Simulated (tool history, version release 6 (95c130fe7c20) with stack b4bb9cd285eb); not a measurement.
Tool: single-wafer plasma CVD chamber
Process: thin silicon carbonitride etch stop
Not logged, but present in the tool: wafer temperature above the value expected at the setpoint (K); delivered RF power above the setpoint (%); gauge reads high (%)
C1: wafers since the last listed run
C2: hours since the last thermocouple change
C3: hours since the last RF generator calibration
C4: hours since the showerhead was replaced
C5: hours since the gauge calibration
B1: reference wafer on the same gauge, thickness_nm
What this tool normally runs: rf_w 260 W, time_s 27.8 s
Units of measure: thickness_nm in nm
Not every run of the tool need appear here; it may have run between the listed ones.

run 1 hour=0.0 | rf_w=260 time_s=27.8 | C1=0 C2=1998.6 C3=2321.3 C4=8192.6 C5=224.5 | B1=16.697 | thickness_nm=15.558
run 2 hour=33.7 | rf_w=235 time_s=27.8 | C1=774 C2=2032.3 C3=2355.0 C4=8226.3 C5=258.2 | B1=16.695 | thickness_nm=15.032
run 3 hour=140.7 | rf_w=235 time_s=27.8 | C1=2459 C2=2139.3 C3=2462.0 C4=8333.3 C5=365.2 | B1=16.692 | thickness_nm=15.028
run 4 hour=172.9 | rf_w=235 time_s=27.8 | C1=740 C2=2171.5 C3=2494.2 C4=8365.5 C5=397.4 | B1=16.702 | thickness_nm=15.033
run 5 hour=195.0 | rf_w=260 time_s=26.1 | C1=508 C2=2193.6 C3=2516.3 C4=8387.6 C5=419.5 | B1=16.703 | thickness_nm=14.557
run 6 hour=215.7 | rf_w=260 time_s=26.1 | C1=475 C2=2214.3 C3=2537.0 C4=8408.3 C5=440.2 | B1=16.699 | thickness_nm=14.498
run 7 hour=261.1 | rf_w=260 time_s=26.1 | C1=1043 C2=2259.7 C3=2582.4 C4=8453.7 C5=485.6 | B1=16.697 | thickness_nm=14.556
run 8 hour=288.4 | rf_w=260 time_s=24.2 | C1=627 C2=2287.0 C3=2609.7 C4=8481.0 C5=512.9 | B1=16.694 | thickness_nm=13.443
run 9 hour=322.8 | rf_w=260 time_s=27.8 | C1=790 C2=2321.4 C3=2644.1 C4=8515.4 C5=547.3 | B1=16.698 | thickness_nm=15.474
run 10 hour=354.1 | rf_w=260 time_s=27.8 | C1=719 C2=2352.7 C3=2675.4 C4=8546.7 C5=578.6 | B1=16.700 | thickness_nm=15.445
run 11 hour=371.1 | rf_w=260 time_s=27.8 | C1=390 C2=2369.7 C3=2692.4 C4=8563.7 C5=595.6 | B1=16.698 | thickness_nm=15.367
run 12 hour=406.1 | rf_w=260 time_s=27.8 | C1=804 C2=2404.7 C3=2727.4 C4=8598.7 C5=630.6 | B1=16.698 | thickness_nm=15.409
-- hour=415.8 gauge calibrated
run 13 hour=430.7 | rf_w=260 time_s=27.8 | C1=565 C2=2429.3 C3=2752.0 C4=8623.3 C5=14.9 | B1=16.699 | thickness_nm=15.415
-- hour=438.8 RF generator calibrated
run 14 hour=451.2 | rf_w=290 time_s=32.4 | C1=287 C2=2449.8 C3=12.4 C4=8643.8 C5=35.4 | B1=16.698 | thickness_nm=18.986
run 15 hour=483.5 | rf_w=300 time_s=25.5 | C1=742 C2=2482.1 C3=44.7 C4=8676.1 C5=67.7 | B1=16.700 | thickness_nm=15.107
run 16 hour=499.5 | rf_w=305 time_s=26.0 | C1=367 C2=2498.1 C3=60.7 C4=8692.1 C5=83.7 | B1=16.696 | thickness_nm=15.478
run 17 hour=533.8 | rf_w=235 time_s=27.8 | C1=788 C2=2532.4 C3=95.0 C4=8726.4 C5=118.0 | B1=16.695 | thickness_nm=15.323
run 18 hour=618.6 | rf_w=235 time_s=32.1 | C1=1949 C2=2617.2 C3=179.8 C4=8811.2 C5=202.8 | B1=16.702 | thickness_nm=17.646
-- hour=629.2 showerhead replaced
-- hour=631.0 thermocouple changed; heater temperature recalibrated
run 19 hour=635.1 | rf_w=260 time_s=27.8 | C1=153 C2=4.1 C3=196.3 C4=5.9 C5=219.3 | B1=16.701 | thickness_nm=15.824
run 20 hour=725.0 | rf_w=235 time_s=23.2 | C1=2066 C2=94.0 C3=286.2 C4=95.8 C5=309.2 | B1=16.700 | thickness_nm=12.821
run 21 hour=744.2 | rf_w=310 time_s=32.6 | C1=441 C2=113.2 C3=305.4 C4=115.0 C5=328.4 | B1=16.698 | thickness_nm=19.548
run 22 hour=771.9 | rf_w=230 time_s=23.0 | C1=636 C2=140.9 C3=333.1 C4=142.7 C5=356.1 | B1=16.697 | thickness_nm=12.648
run 23 hour=805.8 | rf_w=260 time_s=27.8 | C1=779 C2=174.8 C3=367.0 C4=176.6 C5=390.0 | B1=16.702 | thickness_nm=15.822
run 24 hour=826.5 | rf_w=285 time_s=30.0 | C1=475 C2=195.5 C3=387.7 C4=197.3 C5=410.7 | B1=16.703 | thickness_nm=17.551
run 25 hour=862.4 | rf_w=225 time_s=22.5 | C1=825 C2=231.4 C3=423.6 C4=233.2 C5=446.6 | B1=16.697 | thickness_nm=12.257
run 26 hour=891.2 | rf_w=305 time_s=26.0 | C1=662 C2=260.2 C3=452.4 C4=262.0 C5=475.4 | B1=16.701 | thickness_nm=15.491
run 27 hour=918.2 | rf_w=225 time_s=25.2 | C1=620 C2=287.2 C3=479.4 C4=289.0 C5=502.4 | B1=16.700 | thickness_nm=13.766

Below are 5 alternative next runs, each starting from the tool's condition after run 27. Predict each:
run A hour=918.6 | rf_w=210 time_s=27.8 | C1=9 C2=287.6 C3=479.8 C4=289.4 C5=502.8 | B1=? | thickness_nm=?
run B hour=918.6 | rf_w=260 time_s=29.4 | C1=9 C2=287.6 C3=479.8 C4=289.4 C5=502.8 | B1=? | thickness_nm=?
run C hour=918.6 | rf_w=215 time_s=29.3 | C1=9 C2=287.6 C3=479.8 C4=289.4 C5=502.8 | B1=? | thickness_nm=?
run D hour=918.6 | rf_w=305 time_s=24.7 | C1=9 C2=287.6 C3=479.8 C4=289.4 C5=502.8 | B1=? | thickness_nm=?
run E hour=918.6 | rf_w=260 time_s=29.7 | C1=9 C2=287.6 C3=479.8 C4=289.4 C5=502.8 | B1=? | thickness_nm=?

run=A B1=16.701 thickness_nm=14.845
run=B B1=16.701 thickness_nm=16.717
run=C B1=16.701 thickness_nm=15.754
run=D B1=16.701 thickness_nm=14.722
run=E B1=16.701 thickness_nm=16.888
Take away the tool's hidden state, keep each run's random variation, and the runs would have read:
run=A thickness_nm=14.945
run=B thickness_nm=16.830
run=C thickness_nm=15.861
run=D thickness_nm=14.822
run=E thickness_nm=17.002
